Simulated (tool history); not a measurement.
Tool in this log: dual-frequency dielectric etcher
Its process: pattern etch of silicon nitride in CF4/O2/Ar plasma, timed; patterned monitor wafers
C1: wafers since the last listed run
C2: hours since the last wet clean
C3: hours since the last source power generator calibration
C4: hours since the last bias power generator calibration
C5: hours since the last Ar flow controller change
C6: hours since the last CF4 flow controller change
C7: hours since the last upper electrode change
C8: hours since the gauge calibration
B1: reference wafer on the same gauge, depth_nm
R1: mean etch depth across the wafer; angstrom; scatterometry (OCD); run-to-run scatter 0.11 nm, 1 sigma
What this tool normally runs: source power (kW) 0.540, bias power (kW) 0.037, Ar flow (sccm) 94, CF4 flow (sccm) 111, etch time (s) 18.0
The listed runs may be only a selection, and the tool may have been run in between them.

Run 1, day 0.000: usual settings but Ar flow (sccm) 84, etch time (s) 15.0; C1 0; C2 438.3; C3 4782.6; C4 3578.2; C5 3911.4; C6 2367.8; C7 3917.0; C8 561.5; B1 33.99. Result: R1 279.1 angstrom.
Run 2, day 0.883: usual settings but Ar flow (sccm) 84, etch time (s) 15.0; C1 196; C2 459.5; C3 4803.8; C4 3599.4; C5 3932.6; C6 2389.0; C7 3938.2; C8 582.7; B1 34.00. Result: R1 280.9 angstrom.
Run 3, day 2.258: usual settings; C1 306; C2 492.5; C3 4836.8; C4 3632.4; C5 3965.6; C6 2422.0; C7 3971.2; C8 615.7; B1 34.03. Result: R1 329.8 angstrom.
Run 4, day 3.050: usual settings; C1 176; C2 511.5; C3 4855.8; C4 3651.4; C5 3984.6; C6 2441.0; C7 3990.2; C8 634.7; B1 34.04. Result: R1 330.0 angstrom.
Run 5, day 3.583: usual settings; C1 118; C2 524.3; C3 4868.6; C4 3664.2; C5 3997.4; C6 2453.8; C7 4003.0; C8 647.5; B1 33.99. Result: R1 329.7 angstrom.
Run 6, day 4.146: usual settings; C1 125; C2 537.8; C3 4882.1; C4 3677.7; C5 4010.9; C6 2467.3; C7 4016.5; C8 661.0; B1 33.98. Result: R1 329.8 angstrom.
At day 5.500: bias power generator calibrated.
At day 5.667: gauge calibrated.
At day 6.229: wet clean of the chamber.
Run 7, day 6.250: usual settings but source power (kW) 0.580; C1 269; C2 0.5; C3 4932.6; C4 18.0; C5 4061.4; C6 2517.8; C7 4067.0; C8 14.0; B1 33.99. Result: R1 353.8 angstrom.
Run 8, day 9.583: usual settings but source power (kW) 0.580; C1 742; C2 80.5; C3 5012.6; C4 98.0; C5 4141.4; C6 2597.8; C7 4147.0; C8 94.0; B1 33.96. Result: R1 352.9 angstrom.
Run 9, day 10.775: usual settings but bias power (kW) 0.034, Ar flow (sccm) 77, etch time (s) 21.0; C1 265; C2 109.1; C3 5041.2; C4 126.6; C5 4170.0; C6 2626.4; C7 4175.6; C8 122.6; B1 34.00. Result: R1 385.2 angstrom.
At day 11.896: source power generator calibrated.
Run 10, day 11.917: usual settings but source power (kW) 0.590, bias power (kW) 0.044, etch time (s) 22.5; C1 217; C2 136.5; C3 0.5; C4 154.0; C5 4197.4; C6 2653.8; C7 4203.0; C8 150.0; B1 34.01. Result: R1 487.5 angstrom.
At day 12.192: CF4 flow controller replaced.
At day 15.075: Ar flow controller replaced.
At day 15.567: upper electrode replaced.
Run 11, day 15.650: usual settings but Ar flow (sccm) 76; C1 611; C2 226.1; C3 90.1; C4 243.6; C5 13.8; C6 83.0; C7 2.0; C8 239.6; B1 34.01. Result: R1 343.5 angstrom.
Run 12, day 16.550: usual settings but bias power (kW) 0.034, CF4 flow (sccm) 94, etch time (s) 15.5; C1 200; C2 247.7; C3 111.7; C4 265.2; C5 35.4; C6 104.6; C7 23.6; C8 261.2; B1 34.00. Result: R1 267.8 angstrom.
Run 13, day 17.054: usual settings; C1 112; C2 259.8; C3 123.8; C4 277.3; C5 47.5; C6 116.7; C7 35.7; C8 273.3; B1 33.98. Result: R1 333.5 angstrom.
Run 14, day 17.917: usual settings but Ar flow (sccm) 107, CF4 flow (sccm) 94; C1 192; C2 280.5; C3 144.5; C4 298.0; C5 68.2; C6 137.4; C7 56.4; C8 294.0; B1 34.01. Result: R1 322.3 angstrom.
Run 15, day 18.950: usual settings but bias power (kW) 0.044, CF4 flow (sccm) 103; C1 230; C2 305.3; C3 169.3; C4 322.8; C5 93.0; C6 162.2; C7 81.2; C8 318.8; B1 33.99. Result: R1 360.6 angstrom.
Run 16, day 19.642: usual settings but source power (kW) 0.450, Ar flow (sccm) 86, CF4 flow (sccm) 85, etch time (s) 14.5; C1 154; C2 321.9; C3 185.9; C4 339.4; C5 109.6; C6 178.8; C7 97.8; C8 335.4; B1 34.01. Result: R1 234.5 angstrom.
Run 17, day 20.917: usual settings but CF4 flow (sccm) 132, etch time (s) 13.0; C1 284; C2 352.5; C3 216.5; C4 370.0; C5 140.2; C6 209.4; C7 128.4; C8 366.0; B1 34.02. Result: R1 246.0 angstrom.
Run 18, day 21.579: usual settings; C1 147; C2 368.4; C3 232.4; C4 385.9; C5 156.1; C6 225.3; C7 144.3; C8 381.9; B1 33.99. Result: R1 331.6 angstrom.
Run 19, day 22.783: usual settings but source power (kW) 0.640; C1 268; C2 397.3; C3 261.3; C4 414.8; C5 185.0; C6 254.2; C7 173.2; C8 410.8; B1 33.99. Result: R1 370.0 angstrom.
Run 20, day 24.388: usual settings but source power (kW) 0.580; C1 357; C2 435.8; C3 299.8; C4 453.3; C5 223.5; C6 292.7; C7 211.7; C8 449.3; B1 34.00. Result: R1 347.0 angstrom.
Run 21, day 28.054: usual settings but CF4 flow (sccm) 91; C1 817; C2 523.8; C3 387.8; C4 541.3; C5 311.5; C6 380.7; C7 299.7; C8 537.3; B1 33.99. Result: R1 320.7 angstrom.
Run 22, day 29.546: usual settings but CF4 flow (sccm) 91; C1 332; C2 559.6; C3 423.6; C4 577.1; C5 347.3; C6 416.5; C7 335.5; C8 573.1; B1 34.00. Result: R1 320.3 angstrom.

Per-run results on a tool with no hidden state, each run keeping its own random variation:
The hidden state here: etch rate over this chamber's usual, %; source power that arrives over what is set, %; bias power that arrives over what is set, %; Ar flow that arrives over what is set, %; CF4 flow that arrives over what is set, %; gauge reads high (%).
run     R1
  1  285.8
  2  288.0
  3  338.7
  4  339.2
  5  339.1
  6  339.5
  7  353.5
  8  354.2
  9  387.1
 10  490.6
 11  347.2
 12  271.1
 13  337.7
 14  326.8
 15  366.0
 16  238.3
 17  250.4
 18  337.7
 19  377.5
 20  354.7
 21  329.3
 22  329.5

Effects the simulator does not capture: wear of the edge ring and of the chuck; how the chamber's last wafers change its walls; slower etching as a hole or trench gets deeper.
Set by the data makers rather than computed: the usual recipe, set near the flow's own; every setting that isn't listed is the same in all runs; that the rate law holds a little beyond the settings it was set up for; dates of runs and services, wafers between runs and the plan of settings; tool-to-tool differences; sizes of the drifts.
